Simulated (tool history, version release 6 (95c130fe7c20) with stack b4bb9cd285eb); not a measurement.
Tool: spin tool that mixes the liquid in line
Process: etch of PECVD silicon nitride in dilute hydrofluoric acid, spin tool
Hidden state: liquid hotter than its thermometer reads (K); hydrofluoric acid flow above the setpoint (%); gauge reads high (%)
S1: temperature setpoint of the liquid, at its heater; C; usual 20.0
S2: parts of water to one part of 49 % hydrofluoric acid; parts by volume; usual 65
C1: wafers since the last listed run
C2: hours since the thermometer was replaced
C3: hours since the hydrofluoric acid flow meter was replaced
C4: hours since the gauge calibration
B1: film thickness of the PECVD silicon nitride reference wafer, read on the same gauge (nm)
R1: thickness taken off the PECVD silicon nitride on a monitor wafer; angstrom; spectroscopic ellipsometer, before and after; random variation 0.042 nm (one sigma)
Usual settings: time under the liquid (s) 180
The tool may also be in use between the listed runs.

Run 1, day 0.000: usual settings; C1 0; C2 2496.3; C3 1386.6; C4 311.5; B1 80.022. Result: R1 51.57 angstrom.
Run 2, day 1.200: usual settings but S1 18.0 C; C1 163; C2 2525.1; C3 1415.4; C4 340.3; B1 79.990. Result: R1 44.46 angstrom.
Run 3, day 2.458: usual settings but S1 19.0 C; C1 171; C2 2555.3; C3 1445.6; C4 370.5; B1 80.040. Result: R1 48.48 angstrom.
Run 4, day 4.417: usual settings but S1 19.0 C; C1 267; C2 2602.3; C3 1492.6; C4 417.5; B1 80.033. Result: R1 48.49 angstrom.
Run 5, day 6.562: usual settings; C1 293; C2 2653.8; C3 1544.1; C4 469.0; B1 80.011. Result: R1 51.98 angstrom.
Run 6, day 9.071: usual settings but S2 85 parts by volume, time under the liquid (s) 155; C1 342; C2 2714.0; C3 1604.3; C4 529.2; B1 79.992. Result: R1 35.05 angstrom.
Run 7, day 11.692: usual settings but S1 17.0 C; C1 358; C2 2776.9; C3 1667.2; C4 592.1; B1 79.990. Result: R1 42.64 angstrom.
At day 12.129: thermometer replaced.
At day 17.200: gauge calibrated.
Run 8, day 19.988: usual settings but S1 17.0 C; C1 1127; C2 188.6; C3 1866.3; C4 66.9; B1 79.990. Result: R1 36.09 angstrom.
Run 9, day 21.767: usual settings; C1 243; C2 231.3; C3 1909.0; C4 109.6; B1 79.988. Result: R1 46.35 angstrom.
Run 10, day 23.317: usual settings but S1 18.5 C, S2 35 parts by volume, time under the liquid (s) 250; C1 211; C2 268.5; C3 1946.2; C4 146.8; B1 80.029. Result: R1 105.59 angstrom.
At day 26.196: hydrofluoric acid flow meter replaced.
Run 11, day 26.217: usual settings but S1 25.0 C, S2 90 parts by volume, time under the liquid (s) 275; C1 390; C2 338.1; C3 0.5; C4 216.4; B1 80.029. Result: R1 65.31 angstrom.
Run 12, day 27.367: usual settings but S1 22.0 C, S2 55 parts by volume; C1 157; C2 365.7; C3 28.1; C4 244.0; B1 79.974. Result: R1 56.73 angstrom.
Run 13, day 29.221: usual settings; C1 253; C2 410.2; C3 72.6; C4 288.5; B1 80.055. Result: R1 42.07 angstrom.
Run 14, day 30.775: usual settings but S2 50 parts by volume, time under the liquid (s) 135; C1 212; C2 447.5; C3 109.9; C4 325.8; B1 79.989. Result: R1 40.68 angstrom.
Run 15, day 33.358: usual settings but S2 90 parts by volume, time under the liquid (s) 130; C1 353; C2 509.5; C3 171.9; C4 387.8; B1 80.013. Result: R1 22.48 angstrom.
Run 16, day 35.883: usual settings but S2 85 parts by volume, time under the liquid (s) 220; C1 345; C2 570.1; C3 232.5; C4 448.4; B1 80.003. Result: R1 40.14 angstrom.
Run 17, day 36.942: usual settings but S2 50 parts by volume; C1 144; C2 595.5; C3 257.9; C4 473.8; B1 80.012. Result: R1 55.04 angstrom.
Run 18, day 39.146: usual settings but S2 80 parts by volume, time under the liquid (s) 255; C1 301; C2 648.4; C3 310.8; C4 526.7; B1 80.031. Result: R1 49.95 angstrom.

4 ways to go on from here, each from the tool as it stands after run 18. What would each give?
Run A, day 39.167: usual settings; C1 2; C2 648.9; C3 311.3; C4 527.2; B1 ?. Result: R1 ?.
Run B, day 39.167: usual settings but S2 50 parts by volume, time under the liquid (s) 110; C1 2; C2 648.9; C3 311.3; C4 527.2; B1 ?. Result: R1 ?.
Run C, day 39.167: usual settings but S1 25.0 C, time under the liquid (s) 80; C1 2; C2 648.9; C3 311.3; C4 527.2; B1 ?. Result: R1 ?.
Run D, day 39.167: usual settings but S1 17.5 C, S2 80 parts by volume, time under the liquid (s) 230; C1 2; C2 648.9; C3 311.3; C4 527.2; B1 ?. Result: R1 ?.

run      B1     R1
  A  79.965  43.45
  B  79.965  34.30
  C  79.965  27.03
  D  79.965  38.17
Without the tool's hidden state the same runs would have given:
run     R1
  A  39.00
  B  30.77
  C  24.32
  D  34.22

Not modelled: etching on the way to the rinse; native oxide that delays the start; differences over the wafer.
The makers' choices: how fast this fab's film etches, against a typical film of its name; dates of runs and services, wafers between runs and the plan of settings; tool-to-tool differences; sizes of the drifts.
